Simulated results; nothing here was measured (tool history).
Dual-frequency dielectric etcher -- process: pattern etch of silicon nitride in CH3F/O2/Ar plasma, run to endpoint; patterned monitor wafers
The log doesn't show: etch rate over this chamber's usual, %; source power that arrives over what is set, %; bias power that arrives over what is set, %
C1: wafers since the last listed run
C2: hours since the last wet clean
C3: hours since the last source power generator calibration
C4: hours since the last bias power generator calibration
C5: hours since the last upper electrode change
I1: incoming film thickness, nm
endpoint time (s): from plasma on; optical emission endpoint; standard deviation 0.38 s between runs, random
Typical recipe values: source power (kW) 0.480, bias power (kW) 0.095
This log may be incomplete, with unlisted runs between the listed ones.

{"run": 1, "hour": 0.0, "source power (kW)": 0.56, "bias power (kW)": 0.095, "C1": 0, "C2": 52.4, "C3": 991.3, "C4": 1146.4, "C5": 4972.7, "I1": 50.3, "endpoint time (s)": 62.3}
{"run": 2, "hour": 51.5, "source power (kW)": 0.56, "bias power (kW)": 0.095, "C1": 494, "C2": 103.9, "C3": 1042.8, "C4": 1197.9, "C5": 5024.2, "I1": 50.6, "endpoint time (s)": 61.5}
{"run": 3, "hour": 99.2, "source power (kW)": 0.48, "bias power (kW)": 0.095, "C1": 458, "C2": 151.6, "C3": 1090.5, "C4": 1245.6, "C5": 5071.9, "I1": 50.5, "endpoint time (s)": 65.6}
{"run": 4, "hour": 167.2, "source power (kW)": 0.48, "bias power (kW)": 0.095, "C1": 653, "C2": 219.6, "C3": 1158.5, "C4": 1313.6, "C5": 5139.9, "I1": 50.7, "endpoint time (s)": 65.2}
{"run": 5, "hour": 237.5, "source power (kW)": 0.48, "bias power (kW)": 0.095, "C1": 675, "C2": 289.9, "C3": 1228.8, "C4": 1383.9, "C5": 5210.2, "I1": 50.7, "endpoint time (s)": 65.1}
{"hour": 287.2, "done": "wet clean of the chamber"}
{"run": 6, "hour": 294.8, "source power (kW)": 0.55, "bias power (kW)": 0.1, "C1": 319, "C2": 7.6, "C3": 1286.1, "C4": 1441.2, "C5": 5267.5, "I1": 50.0, "endpoint time (s)": 61.8}
{"run": 7, "hour": 465.9, "source power (kW)": 0.48, "bias power (kW)": 0.095, "C1": 1643, "C2": 178.7, "C3": 1457.2, "C4": 1612.3, "C5": 5438.6, "I1": 49.6, "endpoint time (s)": 64.9}
{"run": 8, "hour": 519.3, "source power (kW)": 0.48, "bias power (kW)": 0.095, "C1": 512, "C2": 232.1, "C3": 1510.6, "C4": 1665.7, "C5": 5492.0, "I1": 50.5, "endpoint time (s)": 65.3}
{"run": 9, "hour": 553.2, "source power (kW)": 0.48, "bias power (kW)": 0.095, "C1": 325, "C2": 266.0, "C3": 1544.5, "C4": 1699.6, "C5": 5525.9, "I1": 50.6, "endpoint time (s)": 64.8}
{"hour": 614.1, "done": "wet clean of the chamber"}
{"run": 10, "hour": 614.6, "source power (kW)": 0.48, "bias power (kW)": 0.113, "C1": 359, "C2": 0.5, "C3": 1605.9, "C4": 1761.0, "C5": 5587.3, "I1": 49.9, "endpoint time (s)": 63.0}
{"hour": 623.7, "done": "bias power generator calibrated"}
{"run": 11, "hour": 660.1, "source power (kW)": 0.48, "bias power (kW)": 0.113, "C1": 398, "C2": 46.0, "C3": 1651.4, "C4": 36.4, "C5": 5632.8, "I1": 51.0, "endpoint time (s)": 64.4}
{"hour": 718.5, "done": "source power generator calibrated"}
{"run": 12, "hour": 736.7, "source power (kW)": 0.48, "bias power (kW)": 0.113, "C1": 697, "C2": 122.6, "C3": 18.2, "C4": 113.0, "C5": 5709.4, "I1": 50.7, "endpoint time (s)": 63.6}
{"run": 13, "hour": 805.7, "source power (kW)": 0.48, "bias power (kW)": 0.095, "C1": 662, "C2": 191.6, "C3": 87.2, "C4": 182.0, "C5": 5778.4, "I1": 50.6, "endpoint time (s)": 66.6}
{"run": 14, "hour": 833.1, "source power (kW)": 0.53, "bias power (kW)": 0.11, "C1": 263, "C2": 219.0, "C3": 114.6, "C4": 209.4, "C5": 5805.8, "I1": 50.4, "endpoint time (s)": 59.6}
{"run": 15, "hour": 866.7, "source power (kW)": 0.37, "bias power (kW)": 0.075, "C1": 322, "C2": 252.6, "C3": 148.2, "C4": 243.0, "C5": 5839.4, "I1": 50.1, "endpoint time (s)": 79.0}
{"hour": 907.2, "done": "upper electrode replaced"}
{"run": 16, "hour": 907.7, "source power (kW)": 0.48, "bias power (kW)": 0.072, "C1": 163, "C2": 293.6, "C3": 189.2, "C4": 284.0, "C5": 0.5, "I1": 50.4, "endpoint time (s)": 70.3}
{"run": 17, "hour": 969.0, "source power (kW)": 0.48, "bias power (kW)": 0.095, "C1": 588, "C2": 354.9, "C3": 250.5, "C4": 345.3, "C5": 61.8, "I1": 49.8, "endpoint time (s)": 63.8}
{"hour": 1019.2, "done": "wet clean of the chamber"}
{"run": 18, "hour": 1019.7, "source power (kW)": 0.55, "bias power (kW)": 0.107, "C1": 256, "C2": 0.5, "C3": 301.2, "C4": 396.0, "C5": 112.5, "I1": 50.2, "endpoint time (s)": 60.4}
{"run": 19, "hour": 1082.1, "source power (kW)": 0.36, "bias power (kW)": 0.095, "C1": 599, "C2": 62.9, "C3": 363.6, "C4": 458.4, "C5": 174.9, "I1": 50.4, "endpoint time (s)": 76.7}
{"run": 20, "hour": 1110.5, "source power (kW)": 0.48, "bias power (kW)": 0.113, "C1": 272, "C2": 91.3, "C3": 392.0, "C4": 486.8, "C5": 203.3, "I1": 50.1, "endpoint time (s)": 62.4}
{"run": 21, "hour": 1145.4, "source power (kW)": 0.56, "bias power (kW)": 0.095, "C1": 335, "C2": 126.2, "C3": 426.9, "C4": 521.7, "C5": 238.2, "I1": 50.1, "endpoint time (s)": 61.4}
{"run": 22, "hour": 1181.6, "source power (kW)": 0.57, "bias power (kW)": 0.095, "C1": 347, "C2": 162.4, "C3": 463.1, "C4": 557.9, "C5": 274.4, "I1": 50.2, "endpoint time (s)": 60.6}
{"run": 23, "hour": 1225.1, "source power (kW)": 0.51, "bias power (kW)": 0.111, "C1": 417, "C2": 205.9, "C3": 506.6, "C4": 601.4, "C5": 317.9, "I1": 50.2, "endpoint time (s)": 60.2}
{"run": 24, "hour": 1283.0, "source power (kW)": 0.48, "bias power (kW)": 0.113, "C1": 556, "C2": 263.8, "C3": 564.5, "C4": 659.3, "C5": 375.8, "I1": 50.1, "endpoint time (s)": 60.8}
{"run": 25, "hour": 1354.4, "source power (kW)": 0.48, "bias power (kW)": 0.095, "C1": 685, "C2": 335.2, "C3": 635.9, "C4": 730.7, "C5": 447.2, "I1": 50.5, "endpoint time (s)": 64.5}
{"hour": 1403.9, "done": "wet clean of the chamber"}
{"run": 26, "hour": 1404.4, "source power (kW)": 0.43, "bias power (kW)": 0.083, "C1": 249, "C2": 0.5, "C3": 685.9, "C4": 780.7, "C5": 497.2, "I1": 50.0, "endpoint time (s)": 73.4}

Hidden state or all else? Some run-to-run changes of endpoint time (s), split into what the settings, what came in and random variation would give without the hidden state, and what is left for the hidden state (with any gauge scatter that isn't in both results):
Run 9 -> 10: bias power (kW) 0.095 -> 0.113, wet clean of the chamber. endpoint time (s) -1.8: hidden state +2.8, all else -4.6.
Run 14 -> 15: source power (kW) 0.530 -> 0.370, bias power (kW) 0.110 -> 0.075. endpoint time (s) +19.4: hidden state -0.7, all else +20.1.
Run 18 -> 19: source power (kW) 0.550 -> 0.360, bias power (kW) 0.107 -> 0.095. endpoint time (s) +16.3: hidden state -0.7, all else +17.0.
Run 25 -> 26: source power (kW) 0.480 -> 0.430, bias power (kW) 0.095 -> 0.083, wet clean of the chamber. endpoint time (s) +8.9: hidden state +3.0, all else +5.9.
